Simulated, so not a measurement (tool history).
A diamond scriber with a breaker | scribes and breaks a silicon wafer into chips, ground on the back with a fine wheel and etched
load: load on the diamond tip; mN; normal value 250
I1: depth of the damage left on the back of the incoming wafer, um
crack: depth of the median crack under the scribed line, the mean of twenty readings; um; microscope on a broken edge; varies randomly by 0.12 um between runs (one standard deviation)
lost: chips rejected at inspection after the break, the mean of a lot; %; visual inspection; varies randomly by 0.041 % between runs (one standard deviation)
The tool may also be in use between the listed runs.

run 1 hour=0 | load=250 | I1=0.79 | crack=8.43 lost=0.99
run 2 hour=8.8 | load=250 | I1=0.51 | crack=8.31 lost=1.32
run 3 hour=16.8 | load=250 | I1=0.49 | crack=8.02 lost=1.73
run 4 hour=33.8 | load=197 | I1=0.58 | crack=7.19 lost=15.68
run 5 hour=69 | load=197 | I1=0.48 | crack=6.93 lost=19.05
run 6 hour=80.6 | load=197 | I1=0.64 | crack=6.8 lost=22.31
run 7 hour=87.1 | load=279 | I1=0.55 | crack=8.4 lost=1.43
run 8 hour=99.9 | load=279 | I1=0.53 | crack=8.21 lost=1.73
run 9 hour=114 | load=250 | I1=0.48 | crack=7.65 lost=7.62
run 10 hour=131.8 | load=250 | I1=0.59 | crack=7.44 lost=7.49
run 11 hour=146.4 | load=250 | I1=0.38 | crack=7.39 lost=9.29
run 12 hour=159.5 | load=250 | I1=0.76 | crack=7.64 lost=9.49
run 13 hour=167.1 | load=250 | I1=0.59 | crack=7.53 lost=9.94
run 14 hour=214.9 | load=250 | I1=0.51 | crack=7.23 lost=11.09
run 15 hour=224 | load=250 | I1=0.57 | crack=7.42 lost=11.42
run 16 hour=234 | load=293 | I1=0.39 | crack=7.86 lost=3.34
run 17 hour=244.5 | load=250 | I1=0.48 | crack=7.42 lost=11.36
run 18 hour=257.2 | load=270 | I1=0.6 | crack=7.55 lost=7.45
-- hour=285.2 load on the tip recalibrated
run 19 hour=299.9 | load=298 | I1=0.37 | crack=7.9 lost=3.59
run 20 hour=313.4 | load=288 | I1=0.6 | crack=7.78 lost=5.66
run 21 hour=324.8 | load=300 | I1=0.75 | crack=7.96 lost=3.68
run 22 hour=339.3 | load=213 | I1=0.49 | crack=6.49 lost=30.24
-- hour=356.9 diamond tip replaced by a new one
run 23 hour=357.4 | load=202 | I1=0.5 | crack=7.63 lost=8.13
run 24 hour=366.1 | load=271 | I1=0.55 | crack=8.98 lost=0.75
run 25 hour=375.6 | load=250 | I1=0.66 | crack=8.42 lost=1.18
run 26 hour=392.7 | load=296 | I1=0.61 | crack=9.12 lost=1.45
run 27 hour=401.2 | load=278 | I1=0.36 | crack=8.88 lost=0.5
run 28 hour=416.4 | load=227 | I1=0.74 | crack=7.66 lost=6.86
run 29 hour=470.2 | load=178 | I1=0.35 | crack=6.48 lost=34.26
run 30 hour=478.2 | load=250 | I1=0.38 | crack=7.81 lost=5.75

The tool's hidden state at each run:
deviation of the load on the tip from its setpoint, %: 0 in every run
H1: share of the diamond tip's cutting effectiveness lost through wear, %
run=1 H1=5.27
run=2 H1=6.64
run=3 H1=7.81
run=4 H1=10.1
run=5 H1=14
run=6 H1=15.1
run=7 H1=15.7
run=8 H1=16.8
run=9 H1=17.8
run=10 H1=19
run=11 H1=19.9
run=12 H1=20.6
run=13 H1=21
run=14 H1=23
run=15 H1=23.3
run=16 H1=23.7
run=17 H1=24
run=18 H1=24.3
run=19 H1=25.3
run=20 H1=25.6
run=21 H1=25.7
run=22 H1=26
run=23 H1=2.36
run=24 H1=3.86
run=25 H1=5.4
run=26 H1=7.92
run=27 H1=9.06
run=28 H1=11
run=29 H1=16.2
run=30 H1=16.9
